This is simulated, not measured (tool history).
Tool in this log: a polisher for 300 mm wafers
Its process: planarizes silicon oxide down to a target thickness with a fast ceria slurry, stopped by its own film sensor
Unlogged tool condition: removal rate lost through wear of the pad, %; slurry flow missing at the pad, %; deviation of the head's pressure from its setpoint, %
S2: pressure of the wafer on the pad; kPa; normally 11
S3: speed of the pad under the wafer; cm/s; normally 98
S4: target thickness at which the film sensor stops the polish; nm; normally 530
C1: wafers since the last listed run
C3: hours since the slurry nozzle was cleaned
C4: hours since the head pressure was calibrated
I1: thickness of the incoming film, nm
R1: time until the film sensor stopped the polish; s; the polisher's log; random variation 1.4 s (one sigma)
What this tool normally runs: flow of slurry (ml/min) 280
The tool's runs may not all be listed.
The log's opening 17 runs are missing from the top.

Run 18, hour 1169.4: usual settings; C1 578; wafers polished on this pad 2309; C3 425.2; C4 249.5; I1 1183.7. Result: R1 79.8 s.
At hour 1182.6: slurry nozzle cleaned.
Run 19, hour 1207.8: usual settings but flow of slurry (ml/min) 240, S4 587 nm; C1 395; wafers polished on this pad 2704; C3 25.2; C4 287.9; I1 1189.4. Result: R1 74.9 s.
Run 20, hour 1255.3: usual settings; C1 502; wafers polished on this pad 3207; C3 72.7; C4 335.4; I1 1177.9. Result: R1 83.6 s.
Run 21, hour 1345: usual settings but flow of slurry (ml/min) 365, S2 6.9 kPa; C1 949; wafers polished on this pad 4156; C3 162.4; C4 425.1; I1 1161.9. Result: R1 126.4 s.
At hour 1404.5: worn pad replaced by a new one.
Run 22, hour 1430.5: usual settings but S2 9.7 kPa; C1 862; wafers polished on this pad 274; C3 247.9; C4 510.6; I1 1172.7. Result: R1 83.4 s.
Run 23, hour 1473.2: usual settings but S3 82 cm/s; C1 451; wafers polished on this pad 726; C3 290.6; C4 553.3; I1 1163.1. Result: R1 87.9 s.
Run 24, hour 1559.1: usual settings; C1 908; wafers polished on this pad 1635; C3 376.5; C4 639.2; I1 1145.7. Result: R1 72.8 s.
At hour 1587.2: slurry nozzle cleaned.
Run 25, hour 1627.9: usual settings but flow of slurry (ml/min) 205, S2 13.1 kPa, S3 120 cm/s, S4 732 nm; C1 717; wafers polished on this pad 2352; C3 40.7; C4 708; I1 1162.9. Result: R1 37.3 s.
Run 26, hour 1668.9: usual settings but flow of slurry (ml/min) 335, S2 9 kPa; C1 433; wafers polished on this pad 2786; C3 81.7; C4 749; I1 1177.9. Result: R1 94.9 s.
At hour 1703.7: head pressure recalibrated.
Run 27, hour 1721.4: usual settings; C1 534; wafers polished on this pad 3320; C3 134.2; C4 17.7; I1 1171.4. Result: R1 79.5 s.
Run 28, hour 1772: usual settings but S3 124 cm/s, S4 387 nm; C1 535; wafers polished on this pad 3855; C3 184.8; C4 68.3; I1 1150.2. Result: R1 75.2 s.
At hour 1833.2: worn pad replaced by a new one.
Run 29, hour 1870.3: usual settings but flow of slurry (ml/min) 360, S3 80 cm/s, S4 679 nm; C1 997; wafers polished on this pad 392; C3 283.1; C4 166.6; I1 1187.1. Result: R1 70.5 s.
Run 30, hour 1929.9: usual settings but flow of slurry (ml/min) 355, S3 124 cm/s; C1 630; wafers polished on this pad 1023; C3 342.7; C4 226.2; I1 1182.5. Result: R1 57.8 s.
Run 31, hour 2008: usual settings but flow of slurry (ml/min) 360, S2 13.8 kPa, S3 82 cm/s, S4 752 nm; C1 826; wafers polished on this pad 1849; C3 420.8; C4 304.3; I1 1172.5. Result: R1 48.6 s.
At hour 2042.1: slurry nozzle cleaned.
Run 32, hour 2051.2: usual settings but S2 13.8 kPa, S4 366 nm; C1 446; wafers polished on this pad 2296; C3 9.1; C4 347.5; I1 1161.4. Result: R1 78.4 s.
Run 33, hour 2140.6: usual settings but flow of slurry (ml/min) 365, S3 126 cm/s, S4 450 nm; C1 945; wafers polished on this pad 3242; C3 98.5; C4 436.9; I1 1176.1. Result: R1 65.6 s.
Run 34, hour 2243.2: usual settings but flow of slurry (ml/min) 230, S3 128 cm/s; C1 1085; wafers polished on this pad 4327; C3 201.1; C4 539.5; I1 1150.1. Result: R1 58.4 s.
At hour 2252.2: worn pad replaced by a new one.
Run 35, hour 2312.6: usual settings; C1 691; wafers polished on this pad 638; C3 270.5; C4 608.9; I1 1167.2. Result: R1 71.3 s.
Run 36, hour 2371: usual settings but S3 78 cm/s; C1 617; wafers polished on this pad 1256; C3 328.9; C4 667.3; I1 1174.3. Result: R1 95 s.

Predict each of these 3 candidate next runs independently; none follows another, all start after run 36:
Run A, hour 2371.4: usual settings; C1 4; wafers polished on this pad 1260; C3 329.3; C4 667.7; I1 1190.7. Result: R1 ?.
Run B, hour 2371.4: usual settings but flow of slurry (ml/min) 375, S3 78 cm/s; C1 4; wafers polished on this pad 1260; C3 329.3; C4 667.7; I1 1190.7. Result: R1 ?.
Run C, hour 2371.4: usual settings but flow of slurry (ml/min) 215; C1 4; wafers polished on this pad 1260; C3 329.3; C4 667.7; I1 1190.7. Result: R1 ?.

run     R1
  A   82.2
  B  101.2
  C   83.9
With the hidden condition removed and each run's random variation left untouched, the same runs would have given:
run    R1
  A  77.5
  B  95.4
  C  79.1
